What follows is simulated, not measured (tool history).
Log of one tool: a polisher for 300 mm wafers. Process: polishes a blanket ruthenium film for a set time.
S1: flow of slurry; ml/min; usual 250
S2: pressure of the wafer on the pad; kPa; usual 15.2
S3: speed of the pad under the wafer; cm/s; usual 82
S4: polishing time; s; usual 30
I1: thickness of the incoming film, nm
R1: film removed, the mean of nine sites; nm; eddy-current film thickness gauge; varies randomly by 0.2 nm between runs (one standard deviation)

| run | hour | S1 | S2 | S3 | S4 | I1 | R1 |
|---|---|---|---|---|---|---|---|
| 1 | 0.0 | 315 | 15.2 | 82 | 30 | 326.7 | 29.3 |
| 2 | 20.2 | 315 | 15.2 | 82 | 30 | 319.4 | 28.9 |
| 3 | 40.8 | 250 | 15.2 | 82 | 30 | 315.1 | 28.0 |
| 4 | 54.8 | 250 | 15.2 | 82 | 30 | 322.4 | 28.3 |
|  | 59.4 | worn pad replaced by a new one |
| 5 | 89.2 | 250 | 15.2 | 82 | 30 | 325.1 | 28.5 |
| 6 | 120.1 | 250 | 13.1 | 82 | 30 | 321.7 | 24.6 |
| 7 | 138.9 | 250 | 13.1 | 82 | 30 | 325.7 | 24.4 |
| 8 | 154.5 | 250 | 13.1 | 82 | 30 | 314.5 | 24.4 |
| 9 | 167.6 | 250 | 15.2 | 82 | 30 | 316.6 | 28.6 |
| 10 | 200.0 | 250 | 15.2 | 82 | 30 | 317.4 | 28.4 |
| 11 | 220.5 | 250 | 15.2 | 82 | 30 | 320.5 | 28.2 |
| 12 | 239.5 | 250 | 15.2 | 82 | 26 | 317.2 | 24.7 |
| 13 | 266.1 | 250 | 15.2 | 82 | 30 | 317.0 | 28.4 |
|  | 277.2 | worn pad replaced by a new one |
| 14 | 284.3 | 250 | 15.2 | 82 | 30 | 319.5 | 28.3 |
| 15 | 300.5 | 250 | 11.7 | 82 | 27 | 321.5 | 19.6 |
|  | 333.2 | slurry nozzle cleaned |
| 16 | 392.7 | 250 | 11.7 | 82 | 27 | 322.9 | 19.6 |
| 17 | 418.1 | 250 | 15.2 | 74 | 20 | 323.1 | 17.2 |
| 18 | 446.8 | 250 | 15.2 | 82 | 30 | 316.5 | 28.4 |
| 19 | 472.4 | 250 | 15.2 | 82 | 30 | 322.8 | 28.5 |
| 20 | 499.9 | 250 | 10.3 | 82 | 30 | 327.1 | 19.3 |
|  | 506.0 | worn pad replaced by a new one |
| 21 | 531.3 | 165 | 13.1 | 82 | 35 | 315.4 | 27.3 |
| 22 | 565.9 | 165 | 9.7 | 82 | 34 | 320.9 | 19.3 |
|  | 596.0 | head pressure recalibrated |
| 23 | 600.6 | 250 | 15.2 | 82 | 30 | 317.5 | 27.3 |
| 24 | 626.1 | 250 | 11.7 | 72 | 30 | 317.5 | 18.6 |
| 25 | 660.7 | 285 | 20.0 | 82 | 35 | 317.6 | 41.7 |
| 26 | 674.5 | 250 | 15.2 | 82 | 30 | 320.1 | 27.5 |
|  | 694.6 | worn pad replaced by a new one |
| 27 | 717.3 | 185 | 13.1 | 72 | 30 | 321.0 | 19.9 |
| 28 | 742.5 | 250 | 15.2 | 82 | 30 | 324.9 | 27.4 |
| 29 | 775.5 | 250 | 17.2 | 82 | 39 | 324.2 | 40.2 |
| 30 | 798.4 | 250 | 15.2 | 90 | 23 | 318.9 | 23.3 |
| 31 | 827.1 | 300 | 15.2 | 92 | 30 | 323.7 | 31.4 |
| 32 | 858.6 | 285 | 20.0 | 82 | 35 | 313.1 | 42.9 |
| 33 | 874.7 | 250 | 15.2 | 82 | 30 | 324.6 | 27.8 |
|  | 884.1 | worn pad replaced by a new one |
| 34 | 907.9 | 250 | 12.4 | 82 | 25 | 319.0 | 19.0 |
| 35 | 938.8 | 250 | 15.2 | 96 | 25 | 322.7 | 27.2 |
| 36 | 955.3 | 250 | 10.3 | 62 | 40 | 318.6 | 19.2 |

Here are 5 independent what-if runs from the current tool condition. What would each one return?
| A | 955.7 | 250 | 15.2 | 82 | 30 | 318.4 | ? |
| B | 955.7 | 250 | 19.3 | 72 | 21 | 318.4 | ? |
| C | 955.7 | 220 | 15.2 | 82 | 25 | 318.4 | ? |
| D | 955.7 | 185 | 11.0 | 70 | 36 | 318.4 | ? |
| E | 955.7 | 280 | 11.7 | 60 | 26 | 318.4 | ? |

| run | R1 |
|---|---|
| A | 27.7 |
| B | 21.7 |
| C | 22.7 |
| D | 19.8 |
| E | 13.8 |
Without the tool's hidden state the same runs would have given:
| run | R1 |
|---|---|
| A | 26.9 |
| B | 21.0 |
| C | 22.1 |
| D | 19.2 |
| E | 13.3 |

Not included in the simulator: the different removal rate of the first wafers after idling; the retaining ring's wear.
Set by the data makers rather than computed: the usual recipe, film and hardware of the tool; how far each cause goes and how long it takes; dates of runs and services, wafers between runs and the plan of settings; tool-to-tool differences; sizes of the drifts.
